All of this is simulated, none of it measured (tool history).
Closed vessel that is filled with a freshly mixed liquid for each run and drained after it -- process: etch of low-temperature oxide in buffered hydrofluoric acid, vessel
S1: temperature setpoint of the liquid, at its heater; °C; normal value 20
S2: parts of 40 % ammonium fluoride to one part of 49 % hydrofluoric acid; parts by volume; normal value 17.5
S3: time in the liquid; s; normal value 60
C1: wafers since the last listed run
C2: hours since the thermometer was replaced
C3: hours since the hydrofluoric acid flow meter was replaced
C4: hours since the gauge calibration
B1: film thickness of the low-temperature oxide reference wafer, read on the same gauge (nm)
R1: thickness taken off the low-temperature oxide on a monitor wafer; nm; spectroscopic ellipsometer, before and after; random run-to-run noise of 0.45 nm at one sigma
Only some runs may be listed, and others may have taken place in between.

run,day,S1,S2,S3,C1,C2,C3,C4,B1,R1
1,0,20,17.5,60,0,1100.2,1142.7,611.7,109.99,106.97
2,1.05,20,17.5,60,3325,1125.4,1167.9,636.9,109.99,106.01
3,2.879,20,17.5,60,5792,1169.3,1211.8,680.8,109.98,106.42
4,3.883,18.5,17.5,70,3179,1193.4,1235.9,704.9,109.96,114.42
5,6.529,20,22.5,35,8378,1256.9,1299.4,768.4,110,50.51
6,9.021,20,17.5,75,7890,1316.7,1359.2,828.2,109.98,132.56
# day 17.062: thermometer replaced
7,17.671,20,17.5,60,27260,14.6,1566.8,1035.8,110,106.86
8,20.283,20,17.5,60,8273,77.3,1629.5,1098.5,109.99,106.71
9,23.146,20,17.5,60,9064,146,1698.2,1167.2,110.01,106.79
10,25.025,20,17.5,35,5950,191.1,1743.3,1212.3,109.95,61.97
11,27.262,20,17.5,35,7085,244.8,1797,1266,110.02,61.89
12,29.408,20,17.5,35,6795,296.3,1848.5,1317.5,109.99,61.6
13,31.771,23,17.5,80,7481,353,1905.2,1374.2,110,166.6
14,33.933,20,17.5,60,6848,404.9,1957.1,1426.1,110,105.8
15,36.254,20,15.5,85,7349,460.6,2012.8,1481.8,110.01,166.39
# day 37.858: gauge calibrated
16,38.629,17,22.5,90,7520,517.6,2069.8,18.5,110.02,109.6
# day 39.546: hydrofluoric acid flow meter replaced
17,40.508,24,17.5,60,5818,562.7,23.1,63.6,110.03,140.15
18,43.467,20,17.5,60,9368,633.7,94.1,134.6,110.03,111.29
19,44.662,23.5,17.5,60,3786,662.4,122.8,163.3,110.04,136.17
20,45.738,17,17.5,60,3404,688.2,148.6,189.1,109.94,92.81
21,48.171,17,13,30,7705,746.6,207,247.5,110.05,62.84
22,51.15,20,17.5,60,9434,818.1,278.5,319,109.99,110.51
23,52.983,20,17.5,60,5805,862.1,322.5,363,110.01,109.89
24,55.504,17.5,12.5,30,7982,922.6,383,423.5,109.99,66.28

4 ways to go on from here, each from the tool as it stands after run 24. What would each give?
A,55.533,24.5,17.5,60,92,923.3,383.7,424.2,?,?
B,55.533,17,17.5,35,92,923.3,383.7,424.2,?,?
C,55.533,20,11.5,60,92,923.3,383.7,424.2,?,?
D,55.533,22.5,17.5,60,92,923.3,383.7,424.2,?,?

run,B1,R1
A,109.99,141.53
B,109.99,54.26
C,109.99,166.63
D,109.99,126.8
Stripped of hidden state, with their random variation kept, the same runs would have yielded:
run,R1
A,147.04
B,56.42
C,173.17
D,131.76

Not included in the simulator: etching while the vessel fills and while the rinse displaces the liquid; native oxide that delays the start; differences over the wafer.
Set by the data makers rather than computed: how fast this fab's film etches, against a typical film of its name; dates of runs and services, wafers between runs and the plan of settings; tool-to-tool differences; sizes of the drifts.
